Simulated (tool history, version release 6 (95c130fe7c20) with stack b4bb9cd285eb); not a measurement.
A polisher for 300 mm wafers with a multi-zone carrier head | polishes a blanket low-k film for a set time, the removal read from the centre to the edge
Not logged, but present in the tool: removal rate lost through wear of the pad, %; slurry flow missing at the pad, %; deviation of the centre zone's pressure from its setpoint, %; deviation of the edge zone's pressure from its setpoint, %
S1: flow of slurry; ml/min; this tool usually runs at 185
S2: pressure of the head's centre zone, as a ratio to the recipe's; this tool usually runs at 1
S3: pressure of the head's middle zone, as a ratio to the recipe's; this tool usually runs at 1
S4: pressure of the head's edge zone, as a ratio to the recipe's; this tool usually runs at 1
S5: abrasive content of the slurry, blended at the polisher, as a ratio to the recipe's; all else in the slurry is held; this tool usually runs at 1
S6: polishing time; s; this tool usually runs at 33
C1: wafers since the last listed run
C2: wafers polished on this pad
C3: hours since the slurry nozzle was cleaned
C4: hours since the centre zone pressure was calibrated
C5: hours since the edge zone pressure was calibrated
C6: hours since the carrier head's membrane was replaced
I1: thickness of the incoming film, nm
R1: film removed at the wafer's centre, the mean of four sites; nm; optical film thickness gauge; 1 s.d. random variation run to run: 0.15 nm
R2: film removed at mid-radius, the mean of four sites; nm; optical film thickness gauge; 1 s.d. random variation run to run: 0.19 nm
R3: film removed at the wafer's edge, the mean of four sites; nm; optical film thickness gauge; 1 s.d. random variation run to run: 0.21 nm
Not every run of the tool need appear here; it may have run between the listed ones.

{"run": 1, "hour": 0.0, "S1": 185, "S2": 1, "S3": 1, "S4": 1, "S5": 1, "S6": 33, "C1": 0, "C2": 792, "C3": 640.8, "C4": 301.8, "C5": 1123, "C6": 1584.5, "I1": 299.2, "R1": 15.5, "R2": 13.7, "R3": 14.4}
{"hour": 18.0, "done": "worn pad replaced by a new one"}
{"run": 2, "hour": 18.5, "S1": 185, "S2": 1, "S3": 1, "S4": 1, "S5": 1, "S6": 33, "C1": 104, "C2": 3, "C3": 659.3, "C4": 320.3, "C5": 1141.5, "C6": 1603, "I1": 295, "R1": 16.1, "R2": 14, "R3": 14.3}
{"run": 3, "hour": 24.4, "S1": 185, "S2": 1, "S3": 1, "S4": 1, "S5": 1, "S6": 33, "C1": 42, "C2": 45, "C3": 665.2, "C4": 326.2, "C5": 1147.4, "C6": 1608.9, "I1": 298.9, "R1": 16.4, "R2": 13.9, "R3": 14.8}
{"run": 4, "hour": 32.7, "S1": 185, "S2": 1, "S3": 1, "S4": 1, "S5": 1, "S6": 33, "C1": 59, "C2": 105, "C3": 673.5, "C4": 334.5, "C5": 1155.7, "C6": 1617.2, "I1": 305.4, "R1": 16.4, "R2": 14.1, "R3": 15}
{"run": 5, "hour": 44.9, "S1": 185, "S2": 1, "S3": 1, "S4": 1, "S5": 1, "S6": 33, "C1": 87, "C2": 193, "C3": 685.7, "C4": 346.7, "C5": 1167.9, "C6": 1629.4, "I1": 299.9, "R1": 16.3, "R2": 14.2, "R3": 14.7}
{"run": 6, "hour": 57.2, "S1": 185, "S2": 1, "S3": 1.04, "S4": 1, "S5": 1, "S6": 24, "C1": 88, "C2": 281, "C3": 698, "C4": 359, "C5": 1180.2, "C6": 1641.7, "I1": 295.8, "R1": 11.7, "R2": 10.8, "R3": 10.7}
{"hour": 69.7, "done": "slurry nozzle cleaned"}
{"run": 7, "hour": 71.0, "S1": 185, "S2": 1, "S3": 1, "S4": 1, "S5": 1, "S6": 33, "C1": 92, "C2": 373, "C3": 1.3, "C4": 372.8, "C5": 1194, "C6": 1655.5, "I1": 302.3, "R1": 16.2, "R2": 14.1, "R3": 14.5}
{"run": 8, "hour": 78.2, "S1": 185, "S2": 1, "S3": 1, "S4": 1, "S5": 1, "S6": 33, "C1": 51, "C2": 425, "C3": 8.5, "C4": 380, "C5": 1201.2, "C6": 1662.7, "I1": 300.3, "R1": 15.9, "R2": 13.8, "R3": 14.5}
{"run": 9, "hour": 87.9, "S1": 185, "S2": 1.04, "S3": 1, "S4": 1, "S5": 1, "S6": 33, "C1": 69, "C2": 495, "C3": 18.2, "C4": 389.7, "C5": 1210.9, "C6": 1672.4, "I1": 293.7, "R1": 16.9, "R2": 14.2, "R3": 14}
{"run": 10, "hour": 97.7, "S1": 185, "S2": 1, "S3": 1, "S4": 1, "S5": 1, "S6": 33, "C1": 70, "C2": 566, "C3": 28, "C4": 399.5, "C5": 1220.7, "C6": 1682.2, "I1": 298.9, "R1": 15.9, "R2": 13.8, "R3": 14.4}
{"run": 11, "hour": 107.0, "S1": 185, "S2": 0.9, "S3": 1.09, "S4": 1.11, "S5": 1, "S6": 36, "C1": 66, "C2": 632, "C3": 37.3, "C4": 408.8, "C5": 1230, "C6": 1691.5, "I1": 299.9, "R1": 15.7, "R2": 16, "R3": 15.9}
{"hour": 115.4, "done": "carrier head's membrane replaced by a new one"}
{"run": 12, "hour": 115.9, "S1": 185, "S2": 1, "S3": 0.97, "S4": 1, "S5": 1, "S6": 33, "C1": 28, "C2": 661, "C3": 46.2, "C4": 417.7, "C5": 1238.9, "C6": 0.5, "I1": 297.4, "R1": 15.9, "R2": 13.2, "R3": 14.2}
{"hour": 128.1, "done": "centre zone pressure recalibrated"}
{"run": 13, "hour": 128.6, "S1": 185, "S2": 1, "S3": 1.09, "S4": 1.09, "S5": 1.25, "S6": 33, "C1": 76, "C2": 738, "C3": 58.9, "C4": 0.5, "C5": 1251.6, "C6": 13.2, "I1": 304.4, "R1": 15.1, "R2": 16.3, "R3": 16.1}
{"run": 14, "hour": 138.5, "S1": 185, "S2": 0.95, "S3": 1.04, "S4": 1, "S5": 0.85, "S6": 33, "C1": 71, "C2": 809, "C3": 68.8, "C4": 10.4, "C5": 1261.5, "C6": 23.1, "I1": 304.6, "R1": 12.5, "R2": 13, "R3": 12.6}
{"run": 15, "hour": 150.5, "S1": 185, "S2": 1, "S3": 1.12, "S4": 1, "S5": 1, "S6": 28, "C1": 86, "C2": 895, "C3": 80.8, "C4": 22.4, "C5": 1273.5, "C6": 35.1, "I1": 297.6, "R1": 11.3, "R2": 12.2, "R3": 11.3}
{"hour": 153.0, "done": "edge zone pressure recalibrated"}
{"run": 16, "hour": 161.7, "S1": 185, "S2": 1, "S3": 0.95, "S4": 1, "S5": 1.15, "S6": 33, "C1": 66, "C2": 961, "C3": 92, "C4": 33.6, "C5": 8.7, "C6": 46.3, "I1": 303.6, "R1": 14.2, "R2": 13.1, "R3": 14.1}
{"hour": 172.2, "done": "worn pad replaced by a new one"}
{"run": 17, "hour": 177.4, "S1": 185, "S2": 1, "S3": 1, "S4": 1, "S5": 1, "S6": 33, "C1": 84, "C2": 37, "C3": 107.7, "C4": 49.3, "C5": 24.4, "C6": 62, "I1": 301.1, "R1": 15.4, "R2": 14.7, "R3": 15.3}
{"run": 18, "hour": 194.2, "S1": 185, "S2": 1, "S3": 1, "S4": 1, "S5": 1, "S6": 33, "C1": 120, "C2": 158, "C3": 124.5, "C4": 66.1, "C5": 41.2, "C6": 78.8, "I1": 302.3, "R1": 15.2, "R2": 14.6, "R3": 14.6}
{"run": 19, "hour": 203.0, "S1": 185, "S2": 1, "S3": 1, "S4": 1, "S5": 1, "S6": 44, "C1": 63, "C2": 221, "C3": 133.3, "C4": 74.9, "C5": 50, "C6": 87.6, "I1": 298.4, "R1": 20.3, "R2": 19.4, "R3": 19.9}
{"run": 20, "hour": 220.8, "S1": 185, "S2": 1, "S3": 0.91, "S4": 1, "S5": 1.1, "S6": 39, "C1": 128, "C2": 349, "C3": 151.1, "C4": 92.7, "C5": 67.8, "C6": 105.4, "I1": 302, "R1": 18.6, "R2": 16.3, "R3": 17.7}
{"run": 21, "hour": 236.0, "S1": 185, "S2": 1, "S3": 1, "S4": 1, "S5": 1, "S6": 33, "C1": 109, "C2": 459, "C3": 166.3, "C4": 107.9, "C5": 83, "C6": 120.6, "I1": 301.2, "R1": 15.3, "R2": 14.4, "R3": 14.6}

Alternative continuations, all from the tool just after run 21; predict every row:
{"run": "A", "hour": 236.4, "S1": 185, "S2": 1, "S3": 1, "S4": 1, "S5": 1, "S6": 33, "C1": 2, "C2": 462, "C3": 166.7, "C4": 108.3, "C5": 83.4, "C6": 121, "I1": 295.4, "R1": "?", "R2": "?", "R3": "?"}
{"run": "B", "hour": 236.4, "S1": 185, "S2": 0.9, "S3": 1, "S4": 1, "S5": 1, "S6": 33, "C1": 2, "C2": 462, "C3": 166.7, "C4": 108.3, "C5": 83.4, "C6": 121, "I1": 295.4, "R1": "?", "R2": "?", "R3": "?"}
{"run": "C", "hour": 236.4, "S1": 160, "S2": 1.03, "S3": 1, "S4": 1, "S5": 1, "S6": 33, "C1": 2, "C2": 462, "C3": 166.7, "C4": 108.3, "C5": 83.4, "C6": 121, "I1": 295.4, "R1": "?", "R2": "?", "R3": "?"}
{"run": "D", "hour": 236.4, "S1": 185, "S2": 1, "S3": 1.06, "S4": 1.05, "S5": 1, "S6": 33, "C1": 2, "C2": 462, "C3": 166.7, "C4": 108.3, "C5": 83.4, "C6": 121, "I1": 295.4, "R1": "?", "R2": "?", "R3": "?"}
{"run": "E", "hour": 236.4, "S1": 185, "S2": 1, "S3": 1, "S4": 1, "S5": 1, "S6": 36, "C1": 2, "C2": 462, "C3": 166.7, "C4": 108.3, "C5": 83.4, "C6": 121, "I1": 295.4, "R1": "?", "R2": "?", "R3": "?"}

run=A R1=15.1 R2=14 R3=14.2
run=B R1=13.8 R2=14 R3=14.2
run=C R1=15.3 R2=13.8 R3=14.1
run=D R1=15.1 R2=14.7 R3=14.5
run=E R1=16.5 R2=15.3 R3=15.5
Stripped of hidden state, with their random variation kept, the same runs would have yielded:
run=A R1=14.9 R2=14.4 R3=14.6
run=B R1=13.5 R2=14.4 R3=14.6
run=C R1=15 R2=14.2 R3=14.5
run=D R1=14.9 R2=15.1 R3=14.9
run=E R1=16.2 R2=15.7 R3=16
